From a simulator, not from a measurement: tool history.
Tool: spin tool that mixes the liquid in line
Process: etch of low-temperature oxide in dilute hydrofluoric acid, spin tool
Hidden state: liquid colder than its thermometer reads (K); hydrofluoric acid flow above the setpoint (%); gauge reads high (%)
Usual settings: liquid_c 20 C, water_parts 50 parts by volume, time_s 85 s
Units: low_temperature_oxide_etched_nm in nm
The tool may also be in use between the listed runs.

run,hour,liquid_c,water_parts,time_s,wafers since the last listed run,hours since the thermometer was replaced,hours since the hydrofluoric acid flow meter was replaced,hours since the gauge calibration,"read-back film thickness of the low-temperature oxide reference wafer, read on the same gauge (nm)",low_temperature_oxide_etched_nm
1,0,17,50,85,0,669.9,1486.1,18.9,70,23.87
2,10.1,17,50,85,75,680,1496.2,29,70.02,23.66
3,20.4,20,45,45,77,690.3,1506.5,39.3,69.99,15.96
4,38.3,20,50,85,134,708.2,1524.4,57.2,69.98,27.05
5,44.8,20,50,85,48,714.7,1530.9,63.7,70.02,26.98
6,57.2,20,50,85,92,727.1,1543.3,76.1,70.02,27.13
7,68.6,20,50,85,85,738.5,1554.7,87.5,69.99,26.93
8,101.6,20,50,85,247,771.5,1587.7,120.5,70.01,27.08
9,118.2,20,50,85,124,788.1,1604.3,137.1,70.02,27.01
10,132.3,20,50,105,105,802.2,1618.4,151.2,69.97,33.11
11,139.4,20,50,85,53,809.3,1625.5,158.3,70.01,26.97
# hour 139.7: gauge calibrated
# hour 143.8: thermometer replaced
12,152.1,20,35,105,87,8.3,1638.2,12.4,70.02,51.18
13,164.7,20,70,85,94,20.9,1650.8,25,70,20.11
# hour 173.1: hydrofluoric acid flow meter replaced
14,184.9,20,35,105,143,41.1,11.8,45.2,69.97,45.45
15,196.8,24.5,30,110,89,53,23.7,57.1,70,67.53
16,208.9,20,60,130,90,65.1,35.8,69.2,69.98,31.75
17,238.4,21.5,25,125,221,94.6,65.3,98.7,70,82.26
18,246.2,20,30,105,58,102.4,73.1,106.5,70.01,53.5
19,259.2,20,50,85,97,115.4,86.1,119.5,69.99,25.33
20,274,20,65,85,110,130.2,100.9,134.3,70.01,19.19

4 ways to go on from here, each from the tool as it stands after run 20. What would each give?
A,274.4,20,50,110,2,130.6,101.3,134.7,?,?
B,274.4,18.5,30,110,2,130.6,101.3,134.7,?,?
C,274.4,20,30,40,2,130.6,101.3,134.7,?,?
D,274.4,18,40,50,2,130.6,101.3,134.7,?,?

run,"read-back film thickness of the low-temperature oxide reference wafer, read on the same gauge (nm)",low_temperature_oxide_etched_nm
A,70.02,32.58
B,70.02,52.1
C,70.02,20.22
D,70.02,17.18
Without the tool's hidden state the same runs would have given:
run,low_temperature_oxide_etched_nm
A,32.68
B,52.28
C,20.29
D,17.24

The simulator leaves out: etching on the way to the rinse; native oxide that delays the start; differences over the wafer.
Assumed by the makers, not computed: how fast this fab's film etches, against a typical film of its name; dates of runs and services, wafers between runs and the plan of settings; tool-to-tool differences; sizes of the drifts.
